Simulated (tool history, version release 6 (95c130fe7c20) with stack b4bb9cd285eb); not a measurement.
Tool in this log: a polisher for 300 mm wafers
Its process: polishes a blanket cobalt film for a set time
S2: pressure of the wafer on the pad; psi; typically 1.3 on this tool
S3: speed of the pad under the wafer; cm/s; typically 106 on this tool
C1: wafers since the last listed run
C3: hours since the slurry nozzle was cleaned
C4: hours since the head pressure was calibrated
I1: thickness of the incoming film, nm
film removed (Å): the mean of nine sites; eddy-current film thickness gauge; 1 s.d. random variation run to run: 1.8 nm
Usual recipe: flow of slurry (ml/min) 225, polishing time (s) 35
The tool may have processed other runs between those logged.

Run 1, hour 0: usual settings but S3 86 cm/s; C1 0; wafers polished on this pad 88; C3 127.2; C4 521.6; I1 700.3. Result: film removed (Å) 1000.
Run 2, hour 41.4: usual settings but S2 1.1 psi; C1 343; wafers polished on this pad 432; C3 168.6; C4 563; I1 705.1. Result: film removed (Å) 1036.
Run 3, hour 83.7: usual settings; C1 350; wafers polished on this pad 782; C3 210.9; C4 605.3; I1 700.3. Result: film removed (Å) 1195.
Run 4, hour 146.1: usual settings; C1 517; wafers polished on this pad 1300; C3 273.3; C4 667.7; I1 702.7. Result: film removed (Å) 1201.
At hour 198.1: worn pad replaced by a new one.
Run 5, hour 198.8: usual settings but S3 118 cm/s; C1 404; wafers polished on this pad 5; C3 326; C4 720.4; I1 709.8. Result: film removed (Å) 1323.
Run 6, hour 239.9: usual settings but S3 118 cm/s; C1 341; wafers polished on this pad 346; C3 367.1; C4 761.5; I1 705.9. Result: film removed (Å) 1324.
Run 7, hour 286: usual settings; C1 382; wafers polished on this pad 729; C3 413.2; C4 807.6; I1 687.5. Result: film removed (Å) 1190.
Run 8, hour 336: usual settings; C1 414; wafers polished on this pad 1144; C3 463.2; C4 857.6; I1 691.3. Result: film removed (Å) 1153.
Run 9, hour 388.3: usual settings; C1 433; wafers polished on this pad 1578; C3 515.5; C4 909.9; I1 696.6. Result: film removed (Å) 1158.
At hour 441.6: worn pad replaced by a new one.
Run 10, hour 445.4: usual settings; C1 440; wafers polished on this pad 31; C3 572.6; C4 967; I1 699.1. Result: film removed (Å) 1126.
At hour 484.8: slurry nozzle cleaned.
Run 11, hour 515: usual settings; C1 569; wafers polished on this pad 600; C3 30.2; C4 1036.6; I1 709.9. Result: film removed (Å) 1186.
Run 12, hour 574.4: usual settings but flow of slurry (ml/min) 245, S2 1.6 psi, S3 122 cm/s, polishing time (s) 42; C1 492; wafers polished on this pad 1093; C3 89.6; C4 1096; I1 695.4. Result: film removed (Å) 2019.
Run 13, hour 618.5: usual settings but flow of slurry (ml/min) 270, S2 1 psi, S3 140 cm/s, polishing time (s) 43; C1 365; wafers polished on this pad 1459; C3 133.7; C4 1140.1; I1 697.9. Result: film removed (Å) 1461.
At hour 640.1: worn pad replaced by a new one.
Run 14, hour 680.9: usual settings; C1 484; wafers polished on this pad 338; C3 196.1; C4 1202.5; I1 694. Result: film removed (Å) 1175.
Run 15, hour 741.3: usual settings but flow of slurry (ml/min) 170, S2 1.6 psi, S3 94 cm/s, polishing time (s) 43; C1 501; wafers polished on this pad 839; C3 256.5; C4 1262.9; I1 706.2. Result: film removed (Å) 1524.
Run 16, hour 785.4: usual settings but S3 82 cm/s; C1 365; wafers polished on this pad 1205; C3 300.6; C4 1307; I1 702. Result: film removed (Å) 876.
Run 17, hour 817.7: usual settings but flow of slurry (ml/min) 275, S2 1.7 psi, S3 140 cm/s, polishing time (s) 41; C1 267; wafers polished on this pad 1473; C3 332.9; C4 1339.3; I1 715.7. Result: film removed (Å) 2310.
Run 18, hour 847: usual settings but flow of slurry (ml/min) 175, S3 90 cm/s, polishing time (s) 31; C1 243; wafers polished on this pad 1716; C3 362.2; C4 1368.6; I1 689.5. Result: film removed (Å) 831.
At hour 891.4: head pressure recalibrated.
At hour 895.9: worn pad replaced by a new one.
Run 19, hour 953.3: usual settings; C1 832; wafers polished on this pad 476; C3 468.5; C4 61.9; I1 704.8. Result: film removed (Å) 1227.
Run 20, hour 994.1: usual settings; C1 338; wafers polished on this pad 815; C3 509.3; C4 102.7; I1 690.4. Result: film removed (Å) 1208.
At hour 997.5: slurry nozzle cleaned.
Run 21, hour 1018.2: usual settings but flow of slurry (ml/min) 250, S2 1.7 psi; C1 191; wafers polished on this pad 1006; C3 20.7; C4 126.8; I1 699.4. Result: film removed (Å) 1657.
Run 22, hour 1049.3: usual settings but S3 70 cm/s, polishing time (s) 31; C1 258; wafers polished on this pad 1264; C3 51.8; C4 157.9; I1 700. Result: film removed (Å) 725.
At hour 1096.7: worn pad replaced by a new one.
Run 23, hour 1119.3: usual settings but S3 140 cm/s; C1 547; wafers polished on this pad 187; C3 121.8; C4 227.9; I1 697.3. Result: film removed (Å) 1623.

How the hidden state differs across the entries between the runs, from the last listed run before each to the first after it:
Between runs 4 and 5: worn pad replaced by a new one (hour 198.1)
  slurry flow missing at the pad, %: 11.3 -> 14.8; deviation of the head's pressure from its setpoint, %: -3.62 -> -3.93
  difference, measured minus the result without the unlogged condition, film removed (Å): -58 -> -74
Between runs 9 and 10: worn pad replaced by a new one (hour 441.6)
  slurry flow missing at the pad, %: 32.7 -> 39.6; deviation of the head's pressure from its setpoint, %: -5.03 -> -5.37
  difference, measured minus the result without the unlogged condition, film removed (Å): -106 -> -120
Between runs 10 and 11: slurry nozzle cleaned (hour 484.8)
  slurry flow missing at the pad, %: 39.6 -> 1.7; deviation of the head's pressure from its setpoint, %: -5.37 -> -5.77
  difference, measured minus the result without the unlogged condition, film removed (Å): -120 -> -74
Between runs 13 and 14: worn pad replaced by a new one (hour 640.1)
  slurry flow missing at the pad, %: 3.6 -> 5.91; deviation of the head's pressure from its setpoint, %: -6.38 -> -6.74
  difference, measured minus the result without the unlogged condition, film removed (Å): -104 -> -92
Between runs 18 and 19: head pressure recalibrated (hour 891.4); worn pad replaced by a new one (hour 895.9)
  slurry flow missing at the pad, %: 16.3 -> 26.2; deviation of the head's pressure from its setpoint, %: -7.71 -> 0.385
  difference, measured minus the result without the unlogged condition, film removed (Å): -87 -> -29
Between runs 20 and 21: slurry nozzle cleaned (hour 997.5)
  slurry flow missing at the pad, %: 30.7 -> 1.02; deviation of the head's pressure from its setpoint, %: 0.146 -> 0.00537
  difference, measured minus the result without the unlogged condition, film removed (Å): -38 -> -2
Between runs 22 and 23: worn pad replaced by a new one (hour 1096.7)
  slurry flow missing at the pad, %: 1.27 -> 2.63; deviation of the head's pressure from its setpoint, %: -0.176 -> -0.585
  difference, measured minus the result without the unlogged condition, film removed (Å): -2 -> -13

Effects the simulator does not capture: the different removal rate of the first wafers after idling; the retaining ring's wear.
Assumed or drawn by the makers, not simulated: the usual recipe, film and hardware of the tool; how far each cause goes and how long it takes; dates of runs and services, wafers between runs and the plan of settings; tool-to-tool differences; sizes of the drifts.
